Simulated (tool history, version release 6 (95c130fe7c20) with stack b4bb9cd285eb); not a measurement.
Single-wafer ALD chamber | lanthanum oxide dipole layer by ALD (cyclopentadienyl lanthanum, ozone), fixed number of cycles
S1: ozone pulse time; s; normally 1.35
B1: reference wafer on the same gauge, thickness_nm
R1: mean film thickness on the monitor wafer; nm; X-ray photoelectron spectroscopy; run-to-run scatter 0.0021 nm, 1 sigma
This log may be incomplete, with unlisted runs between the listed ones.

run   hour    S1     B1     R1
  1    0.0  1.76  0.659  0.570
  2   29.0  1.76  0.660  0.570
  3   89.1  1.06  0.660  0.521
  4  119.8  1.18  0.660  0.532
  5  171.7  0.94  0.660  0.498
  6  238.3  1.01  0.660  0.511
  7  309.2  1.35  0.660  0.540
  8  344.2  1.35  0.660  0.540
     451.9  -- thermocouple changed; heater temperature recalibrated
     561.1  -- ozone generator serviced
  9  561.6  1.35  0.660  0.555
     563.5  -- gauge calibrated
     586.5  -- showerhead replaced, of another model than before
 10  588.2  1.50  0.660  0.556
 11  626.0  1.15  0.660  0.541
 12  651.8  1.11  0.660  0.540
 13  696.1  1.04  0.660  0.538
 14  765.5  1.54  0.660  0.559
 15  790.6  1.35  0.660  0.548
 16  853.7  1.52  0.660  0.558

What if the next run were any one of these 5? Each begins from the tool's condition after run 16:
  A  854.1  1.51   ?   ?
  B  854.1  1.55   ?   ?
  C  854.1  1.84   ?   ?
  D  854.1  1.49   ?   ?
  E  854.1  0.83   ?   ?

run     B1     R1
  A  0.660  0.553
  B  0.660  0.555
  C  0.660  0.564
  D  0.660  0.552
  E  0.660  0.513
With no hidden state in the tool, these same runs would have given:
run     R1
  A  0.558
  B  0.559
  C  0.568
  D  0.557
  E  0.520
